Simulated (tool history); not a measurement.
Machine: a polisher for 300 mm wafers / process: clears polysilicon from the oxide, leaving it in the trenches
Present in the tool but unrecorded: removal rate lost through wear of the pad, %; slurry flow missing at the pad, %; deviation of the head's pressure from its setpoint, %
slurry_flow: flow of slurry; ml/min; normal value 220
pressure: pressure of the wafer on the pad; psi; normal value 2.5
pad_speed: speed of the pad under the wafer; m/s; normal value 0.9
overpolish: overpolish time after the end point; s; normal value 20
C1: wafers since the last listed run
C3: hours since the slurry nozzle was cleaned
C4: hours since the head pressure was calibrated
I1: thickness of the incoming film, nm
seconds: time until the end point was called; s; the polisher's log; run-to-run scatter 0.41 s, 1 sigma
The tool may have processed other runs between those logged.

run 1 hour=0 | slurry_flow=220 pressure=2.5 pad_speed=0.9 overpolish=20 | C1=0 wafers_polished_on_this_pad=2744 C3=398.2 C4=776.4 | I1=395.7 | seconds=44.7
-- hour=4.5 slurry nozzle cleaned
-- hour=17.5 head pressure recalibrated
-- hour=32.1 worn pad replaced by a new one
run 2 hour=36.3 | slurry_flow=220 pressure=2.5 pad_speed=0.9 overpolish=20 | C1=375 wafers_polished_on_this_pad=54 C3=31.8 C4=18.8 | I1=399.2 | seconds=43.1
run 3 hour=85.8 | slurry_flow=220 pressure=2.5 pad_speed=0.9 overpolish=20 | C1=635 wafers_polished_on_this_pad=689 C3=81.3 C4=68.3 | I1=401.6 | seconds=43
run 4 hour=170.7 | slurry_flow=220 pressure=2.5 pad_speed=0.9 overpolish=20 | C1=1089 wafers_polished_on_this_pad=1778 C3=166.2 C4=153.2 | I1=396.1 | seconds=44
run 5 hour=252.6 | slurry_flow=220 pressure=2.5 pad_speed=0.9 overpolish=20 | C1=1050 wafers_polished_on_this_pad=2829 C3=248.1 C4=235.1 | I1=398.4 | seconds=45.9
-- hour=266.4 worn pad replaced by a new one
run 6 hour=298.1 | slurry_flow=220 pressure=2.5 pad_speed=0.9 overpolish=20 | C1=532 wafers_polished_on_this_pad=407 C3=293.6 C4=280.6 | I1=397 | seconds=42.8
run 7 hour=385.5 | slurry_flow=220 pressure=2.5 pad_speed=0.9 overpolish=20 | C1=1121 wafers_polished_on_this_pad=1528 C3=381 C4=368 | I1=393.3 | seconds=43.2
-- hour=388.2 slurry nozzle cleaned
run 8 hour=454.4 | slurry_flow=220 pressure=2.5 pad_speed=0.9 overpolish=20 | C1=871 wafers_polished_on_this_pad=2400 C3=66.2 C4=436.9 | I1=397.4 | seconds=43.9
-- hour=492.7 worn pad replaced by a new one
run 9 hour=547.1 | slurry_flow=220 pressure=2.5 pad_speed=0.9 overpolish=20 | C1=1138 wafers_polished_on_this_pad=697 C3=158.9 C4=529.6 | I1=401.1 | seconds=43.7
run 10 hour=607.1 | slurry_flow=220 pressure=2.5 pad_speed=0.9 overpolish=20 | C1=769 wafers_polished_on_this_pad=1467 C3=218.9 C4=589.6 | I1=404.5 | seconds=44.4
run 11 hour=677.5 | slurry_flow=280 pressure=2.8 pad_speed=0.9 overpolish=20 | C1=903 wafers_polished_on_this_pad=2371 C3=289.3 C4=660 | I1=399.9 | seconds=40.5
-- hour=747.5 worn pad replaced by a new one
run 12 hour=764.4 | slurry_flow=220 pressure=2.5 pad_speed=0.9 overpolish=20 | C1=1063 wafers_polished_on_this_pad=216 C3=376.2 C4=746.9 | I1=397.3 | seconds=42.7
-- hour=781.1 slurry nozzle cleaned
run 13 hour=804.6 | slurry_flow=220 pressure=2.5 pad_speed=0.9 overpolish=12 | C1=503 wafers_polished_on_this_pad=719 C3=23.5 C4=787.1 | I1=402.1 | seconds=43.9
run 14 hour=878.3 | slurry_flow=220 pressure=2.5 pad_speed=0.9 overpolish=27 | C1=945 wafers_polished_on_this_pad=1665 C3=97.2 C4=860.8 | I1=394.1 | seconds=43.4
run 15 hour=961.1 | slurry_flow=220 pressure=2.5 pad_speed=0.9 overpolish=20 | C1=1062 wafers_polished_on_this_pad=2727 C3=180 C4=943.6 | I1=397.3 | seconds=45.4
-- hour=1002 head pressure recalibrated
run 16 hour=1005 | slurry_flow=220 pressure=2.5 pad_speed=0.7 overpolish=16 | C1=537 wafers_polished_on_this_pad=3265 C3=223.9 C4=3 | I1=397.7 | seconds=57.2
-- hour=1030.9 worn pad replaced by a new one
run 17 hour=1065 | slurry_flow=220 pressure=2.5 pad_speed=0.62 overpolish=20 | C1=718 wafers_polished_on_this_pad=437 C3=283.9 C4=63 | I1=396.5 | seconds=62.4
run 18 hour=1103.5 | slurry_flow=220 pressure=2.5 pad_speed=0.9 overpolish=20 | C1=494 wafers_polished_on_this_pad=931 C3=322.4 C4=101.5 | I1=395.7 | seconds=42.4
run 19 hour=1140.5 | slurry_flow=220 pressure=2.5 pad_speed=0.9 overpolish=20 | C1=474 wafers_polished_on_this_pad=1406 C3=359.4 C4=138.5 | I1=394.4 | seconds=43.1
run 20 hour=1182.6 | slurry_flow=220 pressure=3.3 pad_speed=1.02 overpolish=9 | C1=540 wafers_polished_on_this_pad=1946 C3=401.5 C4=180.6 | I1=399.2 | seconds=32.9
-- hour=1188.3 slurry nozzle cleaned
run 21 hour=1271 | slurry_flow=185 pressure=2.2 pad_speed=0.58 overpolish=28 | C1=1121 wafers_polished_on_this_pad=3068 C3=82.7 C4=269 | I1=405 | seconds=79.9

Consider 5 possible next runs. They are alternatives, not a sequence: every one starts from the tool as it was left by run 21. What does each give?
run A hour=1271.4 | slurry_flow=220 pressure=2.2 pad_speed=0.9 overpolish=20 | C1=5 wafers_polished_on_this_pad=3073 C3=83.1 C4=269.4 | I1=401.6 | seconds=?
run B hour=1271.4 | slurry_flow=195 pressure=2.5 pad_speed=0.9 overpolish=20 | C1=5 wafers_polished_on_this_pad=3073 C3=83.1 C4=269.4 | I1=401.6 | seconds=?
run C hour=1271.4 | slurry_flow=260 pressure=2.5 pad_speed=1 overpolish=20 | C1=5 wafers_polished_on_this_pad=3073 C3=83.1 C4=269.4 | I1=401.6 | seconds=?
run D hour=1271.4 | slurry_flow=160 pressure=1.9 pad_speed=1.2 overpolish=11 | C1=5 wafers_polished_on_this_pad=3073 C3=83.1 C4=269.4 | I1=401.6 | seconds=?
run E hour=1271.4 | slurry_flow=240 pressure=2.5 pad_speed=0.9 overpolish=16 | C1=5 wafers_polished_on_this_pad=3073 C3=83.1 C4=269.4 | I1=401.6 | seconds=?

run=A seconds=49
run=B seconds=46.3
run=C seconds=40.1
run=D seconds=41.9
run=E seconds=45
Stripped of hidden state, with their random variation kept, the same runs would have yielded:
run=A seconds=46
run=B seconds=43.4
run=C seconds=37.6
run=D seconds=39.3
run=E seconds=42.2
